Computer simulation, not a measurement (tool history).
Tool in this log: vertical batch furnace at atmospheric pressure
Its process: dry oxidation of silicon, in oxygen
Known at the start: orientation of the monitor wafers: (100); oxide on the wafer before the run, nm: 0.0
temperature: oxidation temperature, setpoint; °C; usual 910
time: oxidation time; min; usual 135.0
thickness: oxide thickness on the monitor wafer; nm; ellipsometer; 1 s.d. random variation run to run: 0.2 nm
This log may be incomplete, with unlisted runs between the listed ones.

run    hour  temperature   time  wafers since the last listed run  hours since the last temperature calibration  hours since the boat lift was adjusted  hours since the gauge calibration  read-back reference wafer on the same gauge, thickness  thickness
  1     0.0          910  135.0                                 0                                        2573.9                                  2637.7                              232.9                                                   29.38      36.14
  2    86.3          919  135.0                               542                                        2660.2                                  2724.0                              319.2                                                   29.41      39.93
  3   149.2          910  135.0                               395                                        2723.1                                  2786.9                              382.1                                                   29.37      36.05
  4   198.4          910  135.0                               309                                        2772.3                                  2836.1                              431.3                                                   29.44      36.28
  5   272.3          910  135.0                               464                                        2846.2                                  2910.0                              505.2                                                   29.39      35.90
  6   553.7          910  181.5                              1768                                        3127.6                                  3191.4                              786.6                                                   29.40      44.67
  7   627.9          910  181.5                               466                                        3201.8                                  3265.6                              860.8                                                   29.43      45.16
  8   716.3          900  135.0                               555                                        3290.2                                  3354.0                              949.2                                                   29.37      32.42
  9   954.3          900  135.0                              1495                                        3528.2                                  3592.0                             1187.2                                                   29.45      32.35
 10  1008.5          900  135.0                               340                                        3582.4                                  3646.2                             1241.4                                                   29.41      32.40
 11  1068.3          910  135.0                               375                                        3642.2                                  3706.0                             1301.2                                                   29.40      36.57
 12  1175.6          910  135.0                               674                                        3749.5                                  3813.3                             1408.5                                                   29.41      36.43
 13  1240.2          910  135.0                               405                                        3814.1                                  3877.9                             1473.1                                                   29.42      36.23
     1257.3  -- gauge calibrated
 14  1278.1          919  103.5                               238                                        3852.0                                  3915.8                               20.8                                                   29.40      32.93
 15  1376.4          923   95.0                               617                                        3950.3                                  4014.1                              119.1                                                   29.35      32.57
 16  1443.9          925  195.5                               424                                        4017.8                                  4081.6                              186.6                                                   29.39      56.01
 17  1509.0          910  135.0                               409                                        4082.9                                  4146.7                              251.7                                                   29.41      36.45
     1563.5  -- thermocouples replaced and temperature profile calibrated
 18  1564.0          919  163.0                               194                                           0.5                                  4201.7                              306.7                                                   29.42      43.28
 19  1608.2          910  135.0                               277                                          44.7                                  4245.9                              350.9                                                   29.39      34.54
 20  1716.0          885  135.0                               677                                         152.5                                  4353.7                              458.7                                                   29.41      26.35
 21  1756.1          910  135.0                               251                                         192.6                                  4393.8                              498.8                                                   29.39      35.00
     1794.3  -- boat lift adjusted
 22  1824.4          927  135.0                               278                                         260.9                                    30.1                              567.1                                                   29.39      41.37
 23  1870.4          887  173.5                               289                                         306.9                                    76.1                              613.1                                                   29.41      32.18
 24  1959.0          888  175.5                               556                                         395.5                                   164.7                              701.7                                                   29.38      33.15
 25  2064.8          890   72.0                               664                                         501.3                                   270.5                              807.5                                                   29.43      18.68
 26  2159.1          919   96.0                               592                                         595.6                                   364.8                              901.8                                                   29.38      30.41
 27  2234.4          898  177.5                               473                                         670.9                                   440.1                              977.1                                                   29.39      37.21
 28  2314.5          910   98.5                               503                                         751.0                                   520.2                             1057.2                                                   29.39      28.22

Hidden state at the last listed run before each entry between runs and at the first one after, where it differs:
Between runs 13 and 14: gauge calibrated (hour 1257.3)
  true tube temperature minus thermocouple reading, K: 6 -> 6.01
  measured result minus the result with no hidden state, thickness: +2.22 -> +1.94 nm
Between runs 17 and 18: thermocouples replaced and temperature profile calibrated (hour 1563.5)
  true tube temperature minus thermocouple reading, K: 6.04 -> 0.32
  measured result minus the result with no hidden state, thickness: +2.25 -> +0.15 nm
Between runs 21 and 22: boat lift adjusted (hour 1794.3)
  true tube temperature minus thermocouple reading, K: 1.09 -> 1.34
  measured result minus the result with no hidden state, thickness: +0.40 -> +0.58 nm

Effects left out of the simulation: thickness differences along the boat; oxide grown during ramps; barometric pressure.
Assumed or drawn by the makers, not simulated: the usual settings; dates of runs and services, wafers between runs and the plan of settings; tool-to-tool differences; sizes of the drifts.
